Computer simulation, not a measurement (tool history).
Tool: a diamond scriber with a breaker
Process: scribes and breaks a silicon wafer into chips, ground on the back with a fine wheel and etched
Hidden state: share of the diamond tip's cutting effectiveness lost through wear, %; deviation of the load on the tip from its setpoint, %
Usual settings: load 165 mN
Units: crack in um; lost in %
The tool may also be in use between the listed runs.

run   hour  load  wafers since the last listed run  hours since the diamond tip was replaced  hours since the load on the tip was calibrated  incoming depth of the damage left on the back of the incoming wafer, um  crack   lost
  1    0.0   165                                 0                                     488.1                                           551.2                                                                     0.60   7.94   2.05
  2   54.2   165                               196                                     542.3                                           605.4                                                                     0.43   7.89   2.32
  3   97.1   165                               155                                     585.2                                           648.3                                                                     0.44   7.84   2.26
     118.2  -- load on the tip recalibrated
  4  128.1   204                               104                                     616.2                                             9.9                                                                     0.66   9.06   7.24
  5  187.6   204                               215                                     675.7                                            69.4                                                                     0.75   9.17   8.65
  6  254.0   204                               240                                     742.1                                           135.8                                                                     0.54   9.35   9.55
  7  321.0   165                               242                                     809.1                                           202.8                                                                     0.51   7.69   1.61
  8  366.5   192                               164                                     854.6                                           248.3                                                                     0.35   8.96   6.63
  9  438.3   192                               259                                     926.4                                           320.1                                                                     0.30   9.14   7.77
 10  505.3   192                               242                                     993.4                                           387.1                                                                     0.39   9.23   9.00
 11  530.4   183                                90                                    1018.5                                           412.2                                                                     0.58   8.57   5.46
 12  580.2   183                               180                                    1068.3                                           462.0                                                                     0.69   8.75   5.84
 13  640.4   176                               217                                    1128.5                                           522.2                                                                     0.65   8.28   4.62
 14  688.7   165                               174                                    1176.8                                           570.5                                                                     0.66   7.93   2.81
 15  748.4   195                               216                                    1236.5                                           630.2                                                                     0.53   9.29   9.95
 16  804.2   211                               201                                    1292.3                                           686.0                                                                     0.58  10.04  14.06
     812.4  -- load on the tip recalibrated
     814.8  -- diamond tip replaced by a new one
 17  873.2   197                               235                                      58.4                                            60.8                                                                     0.41   7.05   1.24

Forecast run 18:
 18  916.8   203                               157                                     102.0                                           104.4                                                                     0.34      ?     ?

Run 18 gave crack 7.30 um, lost 1.35 %.
Without the tool's hidden state the same run would have given crack 8.85 um, lost 6.52 %.
